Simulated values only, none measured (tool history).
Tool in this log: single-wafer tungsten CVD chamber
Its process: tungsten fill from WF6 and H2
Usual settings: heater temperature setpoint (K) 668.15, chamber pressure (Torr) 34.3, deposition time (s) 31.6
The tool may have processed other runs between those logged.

run	hour	heater temperature setpoint (K)	chamber pressure (Torr)	deposition time (s)	wafers since the last listed run	hours since the last thermocouple change	hours since the last manometer calibration	hours since the showerhead was replaced	hours since the gauge calibration	read-back reference wafer on the same gauge, thickness_nm	mean film thickness on the monitor wafer (Å)
1	0.0	657.15	34.3	31.6	0	2487.0	1824.6	4227.8	261.6	95.218	669.45
2	22.6	657.15	34.3	31.6	367	2509.6	1847.2	4250.4	284.2	95.064	674.32
3	40.7	657.15	34.3	31.6	294	2527.7	1865.3	4268.5	302.3	95.209	670.07
4	75.0	668.15	34.3	31.6	557	2562.0	1899.6	4302.8	336.6	95.175	849.29
5	92.8	668.15	34.3	31.6	289	2579.8	1917.4	4320.6	354.4	95.317	850.18
6	113.6	668.15	34.3	31.6	338	2600.6	1938.2	4341.4	375.2	95.077	857.84
7	144.9	668.15	34.3	28.3	508	2631.9	1969.5	4372.7	406.5	95.039	755.06
8	166.7	668.15	34.3	28.3	354	2653.7	1991.3	4394.5	428.3	95.170	764.32
# hour 203.5: showerhead replaced
# hour 211.4: capacitance manometer re-zeroed and calibrated
9	211.9	668.15	34.3	31.6	477	2698.9	0.5	8.4	473.5	95.214	846.46
10	291.7	668.15	34.3	31.6	1297	2778.7	80.3	88.2	553.3	95.038	849.79
# hour 302.1: gauge calibrated
11	313.4	668.15	34.3	31.6	352	2800.4	102.0	109.9	11.3	95.097	853.19
# hour 340.5: thermocouple changed; heater temperature recalibrated
12	341.3	681.15	40.5	33.6	323	0.8	129.9	137.8	39.2	95.221	1308.96
13	368.2	680.15	30.3	27.8	437	27.7	156.8	164.7	66.1	95.174	886.16
14	393.7	668.15	34.3	31.6	414	53.2	182.3	190.2	91.6	95.247	852.92
15	414.8	662.15	29.6	33.8	342	74.3	203.4	211.3	112.7	95.171	725.69
16	434.1	668.15	34.3	31.6	313	93.6	222.7	230.6	132.0	95.196	850.46
17	449.6	668.15	41.7	35.7	251	109.1	238.2	246.1	147.5	95.261	1081.85

Run 18 is up next; what results do you expect?
18	478.5	675.15	26.7	28.0	469	138.0	267.1	275.0	176.4	?	?

{"run 18": {"read-back reference wafer on the same gauge, thickness_nm": 95.16, "mean film thickness on the monitor wafer (Å)": 731.66}}
With the hidden condition absent and the run-to-run variation left alone, this run would have shown mean film thickness on the monitor wafer (Å) 731.66.

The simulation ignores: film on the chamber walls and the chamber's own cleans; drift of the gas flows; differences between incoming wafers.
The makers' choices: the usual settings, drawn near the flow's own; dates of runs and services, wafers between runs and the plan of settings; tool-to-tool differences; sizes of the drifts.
